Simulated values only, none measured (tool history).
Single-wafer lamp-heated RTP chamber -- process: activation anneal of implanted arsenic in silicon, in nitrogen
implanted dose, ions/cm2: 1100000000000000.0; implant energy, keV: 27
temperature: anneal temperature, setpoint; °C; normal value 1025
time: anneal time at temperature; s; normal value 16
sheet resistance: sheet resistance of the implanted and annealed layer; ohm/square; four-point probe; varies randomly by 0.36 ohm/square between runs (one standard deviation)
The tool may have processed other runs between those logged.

run     day  temperature  time  wafers since the last listed run  wafers since the last pyrometer calibration  wafers since the reflector plate was cleaned  hours since the gauge calibration  read-back reference wafer on the same gauge, sheet resistance  sheet resistance
  1       0         1025    16                                 0                                         5406                                          3201                              484.2                                                         108.06            112.66
      0.246  -- reflector plate cleaned
      1.171  -- gauge calibrated
  2   1.429         1025    16                               375                                         5782                                           375                                6.2                                                         108.09            111.95
  3   2.654         1025    16                               389                                         6172                                           765                               35.6                                                         107.99             111.5
  4     3.9         1025    16                               396                                         6568                                          1161                               65.5                                                         107.98            111.64
  5   5.304         1025    16                               446                                         7015                                          1608                               99.2                                                         107.86            111.01
  6   6.783         1040    16                               470                                         7486                                          2079                              134.7                                                            108            109.09
  7   7.783         1040    16                               318                                         7804                                          2397                              158.7                                                         108.14            108.37
  8   8.654         1025    16                               277                                         8081                                          2674                              179.6                                                         108.07            111.03
     10.288  -- reflector plate cleaned
  9  10.308         1025    16                               420                                         8501                                             6                              219.3                                                         107.96            110.07
 10  10.996         1025    16                               218                                         8720                                           225                              235.8                                                         108.04            110.52
 11  12.429         1025    16                               455                                         9176                                           681                              270.2                                                         107.98            109.72
     12.792  -- pyrometer window cleaned and pyrometer calibrated
 12  13.004         1039    16                                76                                           67                                           757                                284                                                         108.01            110.53
 13  14.042         1025    16                               330                                          397                                          1088                              308.9                                                         108.08            112.49

Expected results for the next run?
 14  15.396         1025     7                               430                                          828                                          1518                              341.4                                                              ?                 ?

{"run 14": {"read-back reference wafer on the same gauge, sheet resistance": 107.99, "sheet resistance": 118.24}}
Take away the tool's hidden state, keep the run-to-run variation as it was, and the same run would have given sheet resistance 118.28 ohm/square.
